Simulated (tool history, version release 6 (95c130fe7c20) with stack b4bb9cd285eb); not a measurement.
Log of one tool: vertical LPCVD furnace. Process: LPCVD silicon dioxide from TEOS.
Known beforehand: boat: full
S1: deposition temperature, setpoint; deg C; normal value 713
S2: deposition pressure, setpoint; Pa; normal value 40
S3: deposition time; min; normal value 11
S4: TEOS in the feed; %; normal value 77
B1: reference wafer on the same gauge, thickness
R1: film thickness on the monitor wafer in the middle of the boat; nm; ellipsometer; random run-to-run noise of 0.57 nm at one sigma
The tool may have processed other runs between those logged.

run	day	S1	S2	S3	S4	B1	R1
1	0	713	40	11	77	129.37	115.74
2	2.379	713	40	11	77	129.09	116.72
3	4.071	713	40	11	77	128.72	116.75
4	6.354	713	40	11	77	129.05	116.61
5	7.425	713	40	11	77	129.08	117.28
6	9.425	713	40	11	77	128.98	116.53
7	11.179	713	40	11	77	128.9	116.86
8	12.6	713	40	11	77	129.1	116.82
9	13.612	713	40	11	77	129.04	116.4
# day 16.162: thermocouples replaced and temperature profile calibrated
10	16.3	713	40	11	77	129.37	115.8
11	18.846	713	40	13	77	129.05	137.77
12	20.271	713	40	13	77	128.99	138.04
# day 22.512: pressure gauge zeroed
# day 23.017: TEOS flow controller replaced
13	23.038	713	40	13.5	77	129.21	147.05
14	23.371	713	48	12.5	81	128.97	152.04
15	24.533	713	40	12.5	77	129.04	136.9
16	25.721	709	40	11	64	128.73	99.79
17	27.379	713	40	13	77	129.17	140.99
# day 29.367: gauge calibrated
18	29.638	713	34	13.5	77	128.81	134.79
19	32.4	713	40	7.5	77	129.11	81.76
20	33.408	713	48	12.5	81	128.92	152.04
21	34.929	713	40	11	77	129	118.3
22	41.962	717	36.7	10	63	128.99	101.63
23	43.092	713	40	11	77	128.97	117.11
24	44.5	713	40	11	77	129.03	117.23
25	47.429	706	40	12	87	128.73	117.25
26	50.225	713	40	11	70	128.81	112.63

Alternative continuations, all from the tool just after run 26; predict every row:
A	50.396	713	32	11	77	?	?
B	50.396	713	40	8.5	77	?	?
C	50.396	713	34	8.5	77	?	?
D	50.396	713	36.7	8	77	?	?

run	B1	R1
A	129.05	104.6
B	129.05	90.83
C	129.05	83.44
D	129.05	81.7
Without the tool's hidden state the same runs would have given:
run	R1
A	107.25
B	92.66
C	85.42
D	83.49

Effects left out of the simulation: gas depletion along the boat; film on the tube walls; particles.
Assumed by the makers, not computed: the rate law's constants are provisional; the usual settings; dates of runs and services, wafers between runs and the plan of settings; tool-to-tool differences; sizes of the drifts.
